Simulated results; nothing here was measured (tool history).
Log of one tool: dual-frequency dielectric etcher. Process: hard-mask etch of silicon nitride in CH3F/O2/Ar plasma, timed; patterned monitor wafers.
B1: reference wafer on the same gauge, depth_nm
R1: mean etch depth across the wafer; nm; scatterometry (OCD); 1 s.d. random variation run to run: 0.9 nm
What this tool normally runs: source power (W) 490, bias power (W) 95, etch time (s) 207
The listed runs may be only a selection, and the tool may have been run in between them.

run 1 hour=0 | source_power_(W)=490 bias_power_(W)=95 etch_time_(s)=207 | B1=192.8 | R1=183.7
run 2 hour=35.8 | source_power_(W)=490 bias_power_(W)=95 etch_time_(s)=207 | B1=193.2 | R1=184.7
run 3 hour=68.8 | source_power_(W)=490 bias_power_(W)=95 etch_time_(s)=207 | B1=193.8 | R1=184.6
run 4 hour=94 | source_power_(W)=440 bias_power_(W)=95 etch_time_(s)=207 | B1=194.1 | R1=179.4
run 5 hour=138.7 | source_power_(W)=420 bias_power_(W)=95 etch_time_(s)=207 | B1=194.6 | R1=177.4
run 6 hour=168 | source_power_(W)=420 bias_power_(W)=95 etch_time_(s)=207 | B1=194.9 | R1=176.5
-- hour=222.2 wet clean of the chamber
run 7 hour=238.8 | source_power_(W)=420 bias_power_(W)=95 etch_time_(s)=207 | B1=195.8 | R1=178.5
run 8 hour=280.2 | source_power_(W)=490 bias_power_(W)=95 etch_time_(s)=207 | B1=196.3 | R1=188.3
-- hour=288.3 gauge calibrated
-- hour=299.9 source power generator calibrated
run 9 hour=307.9 | source_power_(W)=490 bias_power_(W)=76 etch_time_(s)=266 | B1=186.7 | R1=211.4
run 10 hour=344 | source_power_(W)=490 bias_power_(W)=95 etch_time_(s)=177.5 | B1=186.5 | R1=152.9
run 11 hour=382.8 | source_power_(W)=600 bias_power_(W)=95 etch_time_(s)=164 | B1=186.5 | R1=150.9
-- hour=424.5 bias power generator calibrated
run 12 hour=459.4 | source_power_(W)=490 bias_power_(W)=95 etch_time_(s)=232.5 | B1=186.6 | R1=201.3
run 13 hour=489.4 | source_power_(W)=550 bias_power_(W)=95 etch_time_(s)=207 | B1=186.6 | R1=183.4
run 14 hour=529.1 | source_power_(W)=380 bias_power_(W)=74 etch_time_(s)=234.5 | B1=186.8 | R1=171.4
run 15 hour=600.3 | source_power_(W)=490 bias_power_(W)=95 etch_time_(s)=207 | B1=187.1 | R1=178.6
-- hour=631.9 upper electrode replaced
run 16 hour=653.9 | source_power_(W)=410 bias_power_(W)=72 etch_time_(s)=231 | B1=187.2 | R1=171.6
-- hour=689.1 wet clean of the chamber
run 17 hour=689.6 | source_power_(W)=440 bias_power_(W)=95 etch_time_(s)=207 | B1=187.4 | R1=173.5
run 18 hour=744 | source_power_(W)=490 bias_power_(W)=95 etch_time_(s)=233.5 | B1=187.5 | R1=201.1
run 19 hour=802.5 | source_power_(W)=490 bias_power_(W)=77 etch_time_(s)=183.5 | B1=187.9 | R1=147.2
run 20 hour=845.7 | source_power_(W)=440 bias_power_(W)=87 etch_time_(s)=207 | B1=188.3 | R1=169.1
run 21 hour=891 | source_power_(W)=490 bias_power_(W)=83 etch_time_(s)=207 | B1=188.4 | R1=172.6
run 22 hour=923.5 | source_power_(W)=380 bias_power_(W)=75 etch_time_(s)=222.5 | B1=188.7 | R1=164.5
run 23 hour=977.6 | source_power_(W)=490 bias_power_(W)=95 etch_time_(s)=207 | B1=189.1 | R1=181.8
run 24 hour=1021.7 | source_power_(W)=490 bias_power_(W)=95 etch_time_(s)=249.5 | B1=189.6 | R1=217.1
run 25 hour=1060.7 | source_power_(W)=490 bias_power_(W)=95 etch_time_(s)=207 | B1=189.8 | R1=180.1
-- hour=1124.4 wet clean of the chamber
run 26 hour=1124.9 | source_power_(W)=440 bias_power_(W)=95 etch_time_(s)=207 | B1=190.4 | R1=176.4
run 27 hour=1160.9 | source_power_(W)=490 bias_power_(W)=95 etch_time_(s)=207 | B1=190.7 | R1=181.1
run 28 hour=1193.5 | source_power_(W)=490 bias_power_(W)=95 etch_time_(s)=207 | B1=191 | R1=182.2
run 29 hour=1232.3 | source_power_(W)=490 bias_power_(W)=95 etch_time_(s)=243.5 | B1=191.5 | R1=214.5
run 30 hour=1270.5 | source_power_(W)=450 bias_power_(W)=103 etch_time_(s)=251.5 | B1=191.7 | R1=221.7

Below, each run's measurement less what the same run would have read without the hidden state. Both values contain the same run-to-run variation, but the gauge's scatter may not be the same in both:
Hidden conditions of the tool in this case: etch rate over this chamber's usual, %; source power that arrives over what is set, %; bias power that arrives over what is set, %; gauge reads high (%).
run=1 R1=+4.6
run=2 R1=+5
run=3 R1=+5.3
run=4 R1=+5.5
run=5 R1=+5.9
run=6 R1=+6.2
run=7 R1=+7.1
run=8 R1=+8
run=9 R1=-1.7
run=10 R1=-1.3
run=11 R1=-1.2
run=12 R1=-1.5
run=13 R1=-1.2
run=14 R1=-1.1
run=15 R1=-0.9
run=16 R1=-0.7
run=17 R1=-0.6
run=18 R1=-0.4
run=19 R1=-0.1
run=20 R1=+0.2
run=21 R1=+0.5
run=22 R1=+0.6
run=23 R1=+1.1
run=24 R1=+1.7
run=25 R1=+1.7
run=26 R1=+2.2
run=27 R1=+2.6
run=28 R1=+2.9
run=29 R1=+3.9
run=30 R1=+4.4
